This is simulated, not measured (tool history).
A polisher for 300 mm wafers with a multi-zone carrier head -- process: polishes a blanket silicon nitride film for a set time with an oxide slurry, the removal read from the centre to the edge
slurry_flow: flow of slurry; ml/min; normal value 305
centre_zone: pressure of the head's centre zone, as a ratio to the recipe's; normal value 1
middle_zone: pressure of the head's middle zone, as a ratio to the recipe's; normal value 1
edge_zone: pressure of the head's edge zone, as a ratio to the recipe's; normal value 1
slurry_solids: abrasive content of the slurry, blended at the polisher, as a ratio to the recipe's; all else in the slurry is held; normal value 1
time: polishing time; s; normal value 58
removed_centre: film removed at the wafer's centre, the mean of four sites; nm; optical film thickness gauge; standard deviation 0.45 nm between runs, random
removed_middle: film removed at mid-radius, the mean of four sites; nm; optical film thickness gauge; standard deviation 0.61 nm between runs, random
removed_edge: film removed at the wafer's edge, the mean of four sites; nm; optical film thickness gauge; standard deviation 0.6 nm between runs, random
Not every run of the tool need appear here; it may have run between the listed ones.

run	hour	slurry_flow	centre_zone	middle_zone	edge_zone	slurry_solids	time	incoming thickness of the incoming film, nm	removed_centre	removed_middle	removed_edge
1	0	305	1	1	1	1	58	586.9	57	56.1	57.3
2	55.2	260	1	1	0.97	1	58	589.2	54.8	56.1	56.8
# hour 114.6: carrier head's membrane replaced by a new one
3	145.7	260	1	1	0.97	1	58	580.8	55.2	56	56
4	250.9	270	1	1.06	1	1	58	580.1	55	57.4	57.4
5	295.6	270	1	1.06	1	1	58	595.5	54.4	58.1	57.4
# hour 332.8: worn pad replaced by a new one
6	351.7	305	1	1	1	1	58	597.8	55.3	55.3	57.8
# hour 384.7: slurry nozzle cleaned
7	427.1	305	1	1	1	1	58	597.2	55.2	55.9	56.9
8	516.9	355	1	0.93	1	1	58	589.3	55.9	52.8	57.5
# hour 571.9: centre zone pressure recalibrated
9	594.9	305	1	1	1	1	58	586.5	57.9	55.8	58.6
# hour 652.3: edge zone pressure recalibrated
10	688.2	265	1	1	1.1	1	58	587.9	57.6	54.9	57.6
# hour 738.4: worn pad replaced by a new one
11	754.3	370	1	1	1	1	58	593.6	60.3	56.6	59
12	818.2	260	1	1	1	1	58	587.3	57.8	55.4	57.6
# hour 826.3: slurry nozzle cleaned
13	897.5	305	1	1	0.9	0.85	66	594.9	58	55.1	54.9
14	934.9	330	1	0.92	1	1	58	591.1	58.8	52.6	58.1
15	981.6	405	1	0.95	1	1.1	58	583.9	64	59.3	64.3
16	1040.4	305	1	1	1	0.7	58	591.2	39.2	38.5	38.8
17	1079.4	305	1	1	1	1	58	597.7	58.2	56.9	58.2
18	1165.9	305	1	1	1.05	0.7	58	596.4	39.2	39.2	40.2
# hour 1175.9: worn pad replaced by a new one
# hour 1193.9: carrier head's membrane replaced by a new one
19	1255.1	305	1	1	1	1	43	590.3	42.7	40.8	42.7
# hour 1293.8: slurry nozzle cleaned
20	1324.9	305	1	1	1	1	58	598.3	56.8	56.2	57.7
21	1391.4	305	1	1	1	1	58	588	57.1	56	57.2

4 options for the next run, each taken on its own from the tool as it stands now. Forecast them:
A	1391.8	305	1	1	1	1	58	581.5	?	?	?
B	1391.8	395	0.95	1	1.04	1	43	581.5	?	?	?
C	1391.8	375	1.07	1	1	1	72	581.5	?	?	?
D	1391.8	395	1.05	1	1	1	65	581.5	?	?	?

run	removed_centre	removed_middle	removed_edge
A	57.2	56	57.9
B	41.7	42.5	44.4
C	76.8	70.8	73
D	68.5	64.2	66.1
With the hidden condition removed and each run's random variation left untouched, the same runs would have given:
run	removed_centre	removed_middle	removed_edge
A	58.9	55.9	57.9
B	42.9	42.5	44.4
C	79.1	70.8	73
D	70.6	64.2	66.1
